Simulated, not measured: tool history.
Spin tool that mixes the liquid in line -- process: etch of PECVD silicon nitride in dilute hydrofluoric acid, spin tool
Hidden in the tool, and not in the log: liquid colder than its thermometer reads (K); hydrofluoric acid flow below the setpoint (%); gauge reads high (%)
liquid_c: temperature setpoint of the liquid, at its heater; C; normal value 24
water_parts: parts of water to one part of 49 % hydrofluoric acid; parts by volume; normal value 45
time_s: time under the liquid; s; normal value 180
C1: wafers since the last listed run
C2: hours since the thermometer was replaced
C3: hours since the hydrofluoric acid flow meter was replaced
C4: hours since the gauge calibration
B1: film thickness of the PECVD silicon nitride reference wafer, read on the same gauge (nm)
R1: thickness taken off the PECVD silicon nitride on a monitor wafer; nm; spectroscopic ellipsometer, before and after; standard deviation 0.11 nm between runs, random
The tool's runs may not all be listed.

{"run": 1, "hour": 0.0, "liquid_c": 24, "water_parts": 45, "time_s": 180, "C1": 0, "C2": 1912.3, "C3": 1498.3, "C4": 53.5, "B1": 80.05, "R1": 9.9}
{"run": 2, "hour": 9.4, "liquid_c": 24, "water_parts": 45, "time_s": 240, "C1": 61, "C2": 1921.7, "C3": 1507.7, "C4": 62.9, "B1": 79.99, "R1": 13.14}
{"run": 3, "hour": 26.5, "liquid_c": 24, "water_parts": 45, "time_s": 240, "C1": 111, "C2": 1938.8, "C3": 1524.8, "C4": 80, "B1": 79.98, "R1": 13.2}
{"run": 4, "hour": 32.9, "liquid_c": 24, "water_parts": 45, "time_s": 180, "C1": 41, "C2": 1945.2, "C3": 1531.2, "C4": 86.4, "B1": 80, "R1": 9.93}
{"run": 5, "hour": 43.1, "liquid_c": 24, "water_parts": 45, "time_s": 180, "C1": 66, "C2": 1955.4, "C3": 1541.4, "C4": 96.6, "B1": 80.01, "R1": 9.81}
{"run": 6, "hour": 54.9, "liquid_c": 24, "water_parts": 45, "time_s": 180, "C1": 77, "C2": 1967.2, "C3": 1553.2, "C4": 108.4, "B1": 79.99, "R1": 9.87}
{"run": 7, "hour": 62.9, "liquid_c": 24, "water_parts": 45, "time_s": 180, "C1": 52, "C2": 1975.2, "C3": 1561.2, "C4": 116.4, "B1": 80.01, "R1": 9.62}
{"run": 8, "hour": 76.5, "liquid_c": 24, "water_parts": 45, "time_s": 180, "C1": 88, "C2": 1988.8, "C3": 1574.8, "C4": 130, "B1": 79.98, "R1": 9.85}
{"run": 9, "hour": 91.6, "liquid_c": 24, "water_parts": 45, "time_s": 180, "C1": 98, "C2": 2003.9, "C3": 1589.9, "C4": 145.1, "B1": 80.01, "R1": 9.76}
{"hour": 107.9, "done": "hydrofluoric acid flow meter replaced"}
{"run": 10, "hour": 108.9, "liquid_c": 24, "water_parts": 45, "time_s": 180, "C1": 106, "C2": 2021.2, "C3": 1, "C4": 162.4, "B1": 79.99, "R1": 9.75}
{"run": 11, "hour": 119.7, "liquid_c": 24, "water_parts": 45, "time_s": 180, "C1": 70, "C2": 2032, "C3": 11.8, "C4": 173.2, "B1": 79.98, "R1": 9.76}
{"run": 12, "hour": 129.7, "liquid_c": 24, "water_parts": 45, "time_s": 180, "C1": 65, "C2": 2042, "C3": 21.8, "C4": 183.2, "B1": 80.01, "R1": 9.71}
{"run": 13, "hour": 137.1, "liquid_c": 24, "water_parts": 45, "time_s": 180, "C1": 48, "C2": 2049.4, "C3": 29.2, "C4": 190.6, "B1": 80.02, "R1": 9.55}
{"run": 14, "hour": 154.0, "liquid_c": 24, "water_parts": 60, "time_s": 115, "C1": 110, "C2": 2066.3, "C3": 46.1, "C4": 207.5, "B1": 80.04, "R1": 4.75}
{"hour": 167.5, "done": "thermometer replaced"}
{"run": 15, "hour": 169.9, "liquid_c": 24, "water_parts": 65, "time_s": 100, "C1": 97, "C2": 2.4, "C3": 62, "C4": 223.4, "B1": 80, "R1": 4.56}
{"run": 16, "hour": 179.9, "liquid_c": 25.5, "water_parts": 45, "time_s": 180, "C1": 65, "C2": 12.4, "C3": 72, "C4": 233.4, "B1": 80.03, "R1": 12.77}
{"run": 17, "hour": 185.9, "liquid_c": 24, "water_parts": 45, "time_s": 235, "C1": 39, "C2": 18.4, "C3": 78, "C4": 239.4, "B1": 80.01, "R1": 15.12}
{"run": 18, "hour": 203.8, "liquid_c": 27.5, "water_parts": 45, "time_s": 125, "C1": 117, "C2": 36.3, "C3": 95.9, "C4": 257.3, "B1": 79.98, "R1": 10.33}
{"hour": 208.5, "done": "gauge calibrated"}
{"run": 19, "hour": 217.5, "liquid_c": 21.5, "water_parts": 55, "time_s": 105, "C1": 89, "C2": 50, "C3": 109.6, "C4": 9, "B1": 80.05, "R1": 4.7}
{"run": 20, "hour": 235.0, "liquid_c": 24, "water_parts": 55, "time_s": 145, "C1": 114, "C2": 67.5, "C3": 127.1, "C4": 26.5, "B1": 79.99, "R1": 7.74}
{"run": 21, "hour": 248.4, "liquid_c": 21.5, "water_parts": 55, "time_s": 275, "C1": 87, "C2": 80.9, "C3": 140.5, "C4": 39.9, "B1": 79.98, "R1": 12.27}
{"run": 22, "hour": 261.6, "liquid_c": 19.5, "water_parts": 65, "time_s": 180, "C1": 86, "C2": 94.1, "C3": 153.7, "C4": 53.1, "B1": 79.95, "R1": 6.01}
{"run": 23, "hour": 267.7, "liquid_c": 24, "water_parts": 30, "time_s": 180, "C1": 39, "C2": 100.2, "C3": 159.8, "C4": 59.2, "B1": 79.99, "R1": 17.08}
{"run": 24, "hour": 280.5, "liquid_c": 24, "water_parts": 45, "time_s": 180, "C1": 83, "C2": 113, "C3": 172.6, "C4": 72, "B1": 80, "R1": 11.65}
{"run": 25, "hour": 294.5, "liquid_c": 27.5, "water_parts": 60, "time_s": 100, "C1": 91, "C2": 127, "C3": 186.6, "C4": 86, "B1": 79.99, "R1": 6.2}
{"run": 26, "hour": 309.8, "liquid_c": 28, "water_parts": 40, "time_s": 220, "C1": 100, "C2": 142.3, "C3": 201.9, "C4": 101.3, "B1": 79.97, "R1": 20.68}
{"run": 27, "hour": 321.8, "liquid_c": 24, "water_parts": 45, "time_s": 180, "C1": 78, "C2": 154.3, "C3": 213.9, "C4": 113.3, "B1": 80, "R1": 11.68}
{"run": 28, "hour": 331.7, "liquid_c": 24, "water_parts": 45, "time_s": 180, "C1": 64, "C2": 164.2, "C3": 223.8, "C4": 123.2, "B1": 80.05, "R1": 11.46}
{"run": 29, "hour": 343.4, "liquid_c": 24, "water_parts": 45, "time_s": 180, "C1": 76, "C2": 175.9, "C3": 235.5, "C4": 134.9, "B1": 80.03, "R1": 11.69}
{"run": 30, "hour": 349.7, "liquid_c": 24, "water_parts": 45, "time_s": 145, "C1": 41, "C2": 182.2, "C3": 241.8, "C4": 141.2, "B1": 80.03, "R1": 9.39}
{"run": 31, "hour": 361.9, "liquid_c": 22.5, "water_parts": 60, "time_s": 140, "C1": 79, "C2": 194.4, "C3": 254, "C4": 153.4, "B1": 79.99, "R1": 6.11}
{"run": 32, "hour": 376.4, "liquid_c": 24, "water_parts": 35, "time_s": 180, "C1": 94, "C2": 208.9, "C3": 268.5, "C4": 167.9, "B1": 79.98, "R1": 14.74}
{"run": 33, "hour": 389.0, "liquid_c": 24, "water_parts": 45, "time_s": 260, "C1": 82, "C2": 221.5, "C3": 281.1, "C4": 180.5, "B1": 80, "R1": 16.47}

Forecast each of these 4 alternatives for the next run:
{"run": "A", "hour": 389.5, "liquid_c": 24, "water_parts": 45, "time_s": 180, "C1": 3, "C2": 222, "C3": 281.6, "C4": 181, "B1": "?", "R1": "?"}
{"run": "B", "hour": 389.5, "liquid_c": 21.5, "water_parts": 65, "time_s": 90, "C1": 3, "C2": 222, "C3": 281.6, "C4": 181, "B1": "?", "R1": "?"}
{"run": "C", "hour": 389.5, "liquid_c": 22, "water_parts": 25, "time_s": 180, "C1": 3, "C2": 222, "C3": 281.6, "C4": 181, "B1": "?", "R1": "?"}
{"run": "D", "hour": 389.5, "liquid_c": 22.5, "water_parts": 45, "time_s": 145, "C1": 3, "C2": 222, "C3": 281.6, "C4": 181, "B1": "?", "R1": "?"}

run=A B1=80.01 R1=11.62
run=B B1=80.01 R1=3.42
run=C B1=80.01 R1=17.89
run=D B1=80.01 R1=8.45
Take away the tool's hidden state, keep each run's random variation, and the runs would have read:
run=A R1=12.03
run=B R1=3.54
run=C R1=18.53
run=D R1=8.75

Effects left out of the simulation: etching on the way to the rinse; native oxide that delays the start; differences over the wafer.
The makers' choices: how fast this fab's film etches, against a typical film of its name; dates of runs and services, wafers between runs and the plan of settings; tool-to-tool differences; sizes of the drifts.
